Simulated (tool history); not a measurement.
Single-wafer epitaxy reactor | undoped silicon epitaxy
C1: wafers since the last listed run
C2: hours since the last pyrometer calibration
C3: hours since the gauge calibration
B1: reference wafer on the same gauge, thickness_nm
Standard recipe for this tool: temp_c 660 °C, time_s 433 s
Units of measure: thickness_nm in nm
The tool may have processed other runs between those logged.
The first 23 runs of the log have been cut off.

{"run": 24, "hour": 1146.4, "temp_c": 664, "time_s": 433, "C1": 99, "C2": 101.4, "C3": 1004.9, "B1": 104.974, "thickness_nm": 100.01}
{"run": 25, "hour": 1202.4, "temp_c": 645, "time_s": 487, "C1": 208, "C2": 157.4, "C3": 1060.9, "B1": 104.847, "thickness_nm": 70.437}
{"hour": 1289.9, "done": "gauge calibrated"}
{"run": 26, "hour": 1369.8, "temp_c": 660, "time_s": 376, "C1": 623, "C2": 324.8, "C3": 79.9, "B1": 105.036, "thickness_nm": 78.63}
{"run": 27, "hour": 1414.5, "temp_c": 650, "time_s": 369, "C1": 166, "C2": 369.5, "C3": 124.6, "B1": 104.987, "thickness_nm": 60.505}
{"run": 28, "hour": 1451.3, "temp_c": 667, "time_s": 477, "C1": 137, "C2": 406.3, "C3": 161.4, "B1": 104.999, "thickness_nm": 118.128}
{"run": 29, "hour": 1515.5, "temp_c": 668, "time_s": 484, "C1": 239, "C2": 470.5, "C3": 225.6, "B1": 105.1, "thickness_nm": 123.245}
{"run": 30, "hour": 1543.3, "temp_c": 668, "time_s": 369, "C1": 103, "C2": 498.3, "C3": 253.4, "B1": 104.979, "thickness_nm": 93.682}
{"run": 31, "hour": 1592.7, "temp_c": 670, "time_s": 477, "C1": 184, "C2": 547.7, "C3": 302.8, "B1": 105.023, "thickness_nm": 126.696}
{"run": 32, "hour": 1649.9, "temp_c": 660, "time_s": 433, "C1": 213, "C2": 604.9, "C3": 360.0, "B1": 104.932, "thickness_nm": 90.482}

Consider 5 possible next runs. They are alternatives, not a sequence: every one starts from the tool as it was left by run 32. What does each give?
{"run": "A", "hour": 1650.4, "temp_c": 660, "time_s": 433, "C1": 1, "C2": 605.4, "C3": 360.5, "B1": "?", "thickness_nm": "?"}
{"run": "B", "hour": 1650.4, "temp_c": 656, "time_s": 369, "C1": 1, "C2": 605.4, "C3": 360.5, "B1": "?", "thickness_nm": "?"}
{"run": "C", "hour": 1650.4, "temp_c": 647, "time_s": 473, "C1": 1, "C2": 605.4, "C3": 360.5, "B1": "?", "thickness_nm": "?"}
{"run": "D", "hour": 1650.4, "temp_c": 668, "time_s": 395, "C1": 1, "C2": 605.4, "C3": 360.5, "B1": "?", "thickness_nm": "?"}
{"run": "E", "hour": 1650.4, "temp_c": 653, "time_s": 463, "C1": 1, "C2": 605.4, "C3": 360.5, "B1": "?", "thickness_nm": "?"}

run=A B1=104.995 thickness_nm=90.266
run=B B1=104.995 thickness_nm=69.758
run=C B1=104.995 thickness_nm=71.504
run=D B1=104.995 thickness_nm=99.848
run=E B1=104.995 thickness_nm=81.287
Without the tool's hidden state the same runs would have given:
run=A thickness_nm=90.969
run=B thickness_nm=70.307
run=C thickness_nm=72.079
run=D thickness_nm=100.611
run=E thickness_nm=81.931
